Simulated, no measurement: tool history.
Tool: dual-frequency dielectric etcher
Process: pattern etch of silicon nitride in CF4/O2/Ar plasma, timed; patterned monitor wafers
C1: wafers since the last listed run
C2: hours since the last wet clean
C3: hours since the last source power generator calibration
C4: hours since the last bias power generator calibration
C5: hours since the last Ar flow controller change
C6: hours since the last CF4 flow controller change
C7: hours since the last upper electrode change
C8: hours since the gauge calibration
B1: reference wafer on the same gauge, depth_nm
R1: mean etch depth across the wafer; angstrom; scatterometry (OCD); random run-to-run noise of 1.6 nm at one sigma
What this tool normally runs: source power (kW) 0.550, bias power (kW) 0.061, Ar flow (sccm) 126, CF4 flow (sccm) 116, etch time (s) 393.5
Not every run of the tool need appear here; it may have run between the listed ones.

run 1 day=0.000 | source_power_(kW)=0.550 bias_power_(kW)=0.061 Ar_flow_(sccm)=126 CF4_flow_(sccm)=116 etch_time_(s)=393.5 | C1=0 C2=275.5 C3=4728.4 C4=4373.0 C5=5824.3 C6=4891.3 C7=6171.1 C8=246.0 | B1=770.6 | R1=8535
-- day=1.238 CF4 flow controller replaced
run 2 day=1.258 | source_power_(kW)=0.550 bias_power_(kW)=0.061 Ar_flow_(sccm)=126 CF4_flow_(sccm)=116 etch_time_(s)=393.5 | C1=92 C2=305.7 C3=4758.6 C4=4403.2 C5=5854.5 C6=0.5 C7=6201.3 C8=276.2 | B1=770.8 | R1=8525
run 3 day=2.229 | source_power_(kW)=0.550 bias_power_(kW)=0.061 Ar_flow_(sccm)=126 CF4_flow_(sccm)=116 etch_time_(s)=393.5 | C1=89 C2=329.0 C3=4781.9 C4=4426.5 C5=5877.8 C6=23.8 C7=6224.6 C8=299.5 | B1=770.1 | R1=8532
-- day=3.746 upper electrode replaced
run 4 day=3.767 | source_power_(kW)=0.550 bias_power_(kW)=0.061 Ar_flow_(sccm)=126 CF4_flow_(sccm)=116 etch_time_(s)=393.5 | C1=49 C2=365.9 C3=4818.8 C4=4463.4 C5=5914.7 C6=60.7 C7=0.5 C8=336.4 | B1=770.8 | R1=8546
-- day=4.317 Ar flow controller replaced
run 5 day=4.338 | source_power_(kW)=0.550 bias_power_(kW)=0.061 Ar_flow_(sccm)=126 CF4_flow_(sccm)=116 etch_time_(s)=393.5 | C1=29 C2=379.6 C3=4832.5 C4=4477.1 C5=0.5 C6=74.4 C7=14.2 C8=350.1 | B1=771.2 | R1=8560
run 6 day=5.379 | source_power_(kW)=0.550 bias_power_(kW)=0.061 Ar_flow_(sccm)=126 CF4_flow_(sccm)=116 etch_time_(s)=393.5 | C1=95 C2=404.6 C3=4857.5 C4=4502.1 C5=25.5 C6=99.4 C7=39.2 C8=375.1 | B1=770.9 | R1=8535
run 7 day=6.708 | source_power_(kW)=0.550 bias_power_(kW)=0.061 Ar_flow_(sccm)=126 CF4_flow_(sccm)=116 etch_time_(s)=393.5 | C1=121 C2=436.5 C3=4889.4 C4=4534.0 C5=57.4 C6=131.3 C7=71.1 C8=407.0 | B1=770.7 | R1=8558
run 8 day=8.012 | source_power_(kW)=0.550 bias_power_(kW)=0.061 Ar_flow_(sccm)=126 CF4_flow_(sccm)=116 etch_time_(s)=393.5 | C1=119 C2=467.8 C3=4920.7 C4=4565.3 C5=88.7 C6=162.6 C7=102.4 C8=438.3 | B1=770.7 | R1=8567
-- day=9.300 wet clean of the chamber
run 9 day=9.321 | source_power_(kW)=0.550 bias_power_(kW)=0.073 Ar_flow_(sccm)=126 CF4_flow_(sccm)=116 etch_time_(s)=462.0 | C1=28 C2=0.5 C3=4952.1 C4=4596.7 C5=120.1 C6=194.0 C7=133.8 C8=469.7 | B1=771.0 | R1=10604
run 10 day=9.900 | source_power_(kW)=0.640 bias_power_(kW)=0.061 Ar_flow_(sccm)=126 CF4_flow_(sccm)=98 etch_time_(s)=346.0 | C1=53 C2=14.4 C3=4966.0 C4=4610.6 C5=134.0 C6=207.9 C7=147.7 C8=483.6 | B1=771.2 | R1=8444
run 11 day=13.888 | source_power_(kW)=0.510 bias_power_(kW)=0.048 Ar_flow_(sccm)=152 CF4_flow_(sccm)=127 etch_time_(s)=393.5 | C1=365 C2=110.1 C3=5061.7 C4=4706.3 C5=229.7 C6=303.6 C7=243.4 C8=579.3 | B1=771.3 | R1=7012
-- day=14.150 bias power generator calibrated
run 12 day=14.546 | source_power_(kW)=0.550 bias_power_(kW)=0.047 Ar_flow_(sccm)=126 CF4_flow_(sccm)=116 etch_time_(s)=288.5 | C1=45 C2=125.9 C3=5077.5 C4=9.5 C5=245.5 C6=319.4 C7=259.2 C8=595.1 | B1=771.1 | R1=5610
run 13 day=15.562 | source_power_(kW)=0.550 bias_power_(kW)=0.061 Ar_flow_(sccm)=126 CF4_flow_(sccm)=116 etch_time_(s)=393.5 | C1=93 C2=150.3 C3=5101.9 C4=33.9 C5=269.9 C6=343.8 C7=283.6 C8=619.5 | B1=771.4 | R1=8455
-- day=15.929 gauge calibrated
run 14 day=16.150 | source_power_(kW)=0.490 bias_power_(kW)=0.061 Ar_flow_(sccm)=106 CF4_flow_(sccm)=98 etch_time_(s)=393.5 | C1=53 C2=164.4 C3=5116.0 C4=48.0 C5=284.0 C6=357.9 C7=297.7 C8=5.3 | B1=771.1 | R1=7449
-- day=17.467 source power generator calibrated
run 15 day=17.488 | source_power_(kW)=0.480 bias_power_(kW)=0.061 Ar_flow_(sccm)=126 CF4_flow_(sccm)=116 etch_time_(s)=393.5 | C1=107 C2=196.5 C3=0.5 C4=80.1 C5=316.1 C6=390.0 C7=329.8 C8=37.4 | B1=771.0 | R1=7679
run 16 day=18.812 | source_power_(kW)=0.550 bias_power_(kW)=0.072 Ar_flow_(sccm)=126 CF4_flow_(sccm)=134 etch_time_(s)=393.5 | C1=121 C2=228.3 C3=32.3 C4=111.9 C5=347.9 C6=421.8 C7=361.6 C8=69.2 | B1=770.4 | R1=9619
run 17 day=19.962 | source_power_(kW)=0.550 bias_power_(kW)=0.061 Ar_flow_(sccm)=116 CF4_flow_(sccm)=116 etch_time_(s)=393.5 | C1=105 C2=255.9 C3=59.9 C4=139.5 C5=375.5 C6=449.4 C7=389.2 C8=96.8 | B1=770.6 | R1=8998
run 18 day=21.258 | source_power_(kW)=0.550 bias_power_(kW)=0.061 Ar_flow_(sccm)=117 CF4_flow_(sccm)=104 etch_time_(s)=473.5 | C1=118 C2=287.0 C3=91.0 C4=170.6 C5=406.6 C6=480.5 C7=420.3 C8=127.9 | B1=770.9 | R1=10659
run 19 day=22.004 | source_power_(kW)=0.550 bias_power_(kW)=0.061 Ar_flow_(sccm)=126 CF4_flow_(sccm)=116 etch_time_(s)=393.5 | C1=68 C2=304.9 C3=108.9 C4=188.5 C5=424.5 C6=498.4 C7=438.2 C8=145.8 | B1=770.7 | R1=8893
run 20 day=23.438 | source_power_(kW)=0.610 bias_power_(kW)=0.061 Ar_flow_(sccm)=126 CF4_flow_(sccm)=139 etch_time_(s)=393.5 | C1=131 C2=339.3 C3=143.3 C4=222.9 C5=458.9 C6=532.8 C7=472.6 C8=180.2 | B1=770.7 | R1=10151
run 21 day=24.333 | source_power_(kW)=0.550 bias_power_(kW)=0.061 Ar_flow_(sccm)=126 CF4_flow_(sccm)=116 etch_time_(s)=393.5 | C1=82 C2=360.8 C3=164.8 C4=244.4 C5=480.4 C6=554.3 C7=494.1 C8=201.7 | B1=771.0 | R1=8928
run 22 day=25.333 | source_power_(kW)=0.550 bias_power_(kW)=0.061 Ar_flow_(sccm)=126 CF4_flow_(sccm)=116 etch_time_(s)=393.5 | C1=91 C2=384.8 C3=188.8 C4=268.4 C5=504.4 C6=578.3 C7=518.1 C8=225.7 | B1=770.8 | R1=8915

Pick out some run-to-run changes in R1. Of each, how much would a tool without hidden state show as well, from the settings, what came in and chance, and how much is left for the hidden state and any gauge scatter not in both results compared?
Hidden conditions of the tool in this case: etch rate over this chamber's usual, %; source power that arrives over what is set, %; bias power that arrives over what is set, %; Ar flow that arrives over what is set, %; CF4 flow that arrives over what is set, %; gauge reads high (%).
Run 8 -> 9: bias power (kW) 0.061 -> 0.073, etch time (s) 393.5 -> 462.0, wet clean of the chamber. R1 +2037 angstrom: hidden state -252, all else +2289.
Run 9 -> 10: source power (kW) 0.550 -> 0.640, bias power (kW) 0.073 -> 0.061, CF4 flow (sccm) 116 -> 98, etch time (s) 462.0 -> 346.0. R1 -2160 angstrom: hidden state +111, all else -2271.
Run 12 -> 13: bias power (kW) 0.047 -> 0.061, etch time (s) 288.5 -> 393.5. R1 +2845 angstrom: hidden state -133, all else +2978.
Run 14 -> 15: source power (kW) 0.490 -> 0.480, Ar flow (sccm) 106 -> 126, CF4 flow (sccm) 98 -> 116, source power generator calibrated. R1 +230 angstrom: hidden state +369, all else -139.
